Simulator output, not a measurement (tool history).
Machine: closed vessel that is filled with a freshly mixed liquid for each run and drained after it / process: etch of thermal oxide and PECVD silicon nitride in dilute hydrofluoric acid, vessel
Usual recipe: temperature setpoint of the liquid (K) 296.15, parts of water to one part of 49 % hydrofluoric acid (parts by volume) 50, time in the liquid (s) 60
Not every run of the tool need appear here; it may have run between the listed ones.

run   hour  temperature setpoint of the liquid (K)  parts of water to one part of 49 % hydrofluoric acid (parts by volume)  time in the liquid (s)  read-back film thickness of the thermal oxide reference wafer, read on the same gauge (nm)  read-back film thickness of the PECVD silicon nitride reference wafer, read on the same gauge (nm)  thickness taken off the thermal oxide on a monitor wafer (angstrom)  thickness taken off the PECVD silicon nitride on a monitor wafer (angstrom)
  1      0                                  296.15                                                                      50                      60                                                                                       60.01                                                                                             119.986                                                                 55.9                                                                        39.97
  2   78.9                                  294.15                                                                      50                      60                                                                                       59.99                                                                                             120.025                                                                   52                                                                        34.92
  3  127.8                                  296.15                                                                      50                      45                                                                                       59.99                                                                                             119.994                                                                 41.9                                                                        29.81
  4  212.6                                  296.15                                                                      30                      75                                                                                       60.01                                                                                             120.005                                                                117.9                                                                        80.21
  5  320.4                                  296.15                                                                      55                      60                                                                                       59.99                                                                                             120.004                                                                 50.2                                                                        35.71
  6  360.5                                  296.15                                                                      50                      60                                                                                       59.93                                                                                             120.011                                                                 55.8                                                                         39.1
  7  405.3                                  296.15                                                                      50                      95                                                                                       60.02                                                                                             120.011                                                                 86.7                                                                        62.66
  8  448.4                                  296.15                                                                      50                      60                                                                                       59.98                                                                                              119.99                                                                 55.8                                                                        38.85
  9  514.5                                  296.15                                                                      50                      60                                                                                       60.01                                                                                             120.008                                                                 54.7                                                                        39.03
     545.6  -- thermometer replaced
 10  615.4                                  298.15                                                                      50                      30                                                                                       59.94                                                                                             119.995                                                                   30                                                                        22.29
 11  682.6                                  296.15                                                                      50                      60                                                                                       60.01                                                                                             119.986                                                                 54.3                                                                        38.17
     717.8  -- hydrofluoric acid flow meter replaced
 12  779.9                                  296.15                                                                      50                      60                                                                                       59.97                                                                                              120.01                                                                 50.8                                                                        37.04
 13    824                                  299.65                                                                      25                      30                                                                                          60                                                                                             119.992                                                                   61                                                                        45.37

Run 14, settings as shown, results not yet in. Your forecast:
 14  919.2                                  296.15                                                                      35                      75                                                                                           ?                                                                                                   ?                                                                    ?                                                                            ?

Logged for run 14: read-back film thickness of the thermal oxide reference wafer, read on the same gauge (nm) 59.97, read-back film thickness of the PECVD silicon nitride reference wafer, read on the same gauge (nm) 120.021, thickness taken off the thermal oxide on a monitor wafer (angstrom) 91.8, thickness taken off the PECVD silicon nitride on a monitor wafer (angstrom) 64.84.
Minus the tool's unlogged condition, the same run would have read thickness taken off the thermal oxide on a monitor wafer (angstrom) 107.6, thickness taken off the PECVD silicon nitride on a monitor wafer (angstrom) 75.13.

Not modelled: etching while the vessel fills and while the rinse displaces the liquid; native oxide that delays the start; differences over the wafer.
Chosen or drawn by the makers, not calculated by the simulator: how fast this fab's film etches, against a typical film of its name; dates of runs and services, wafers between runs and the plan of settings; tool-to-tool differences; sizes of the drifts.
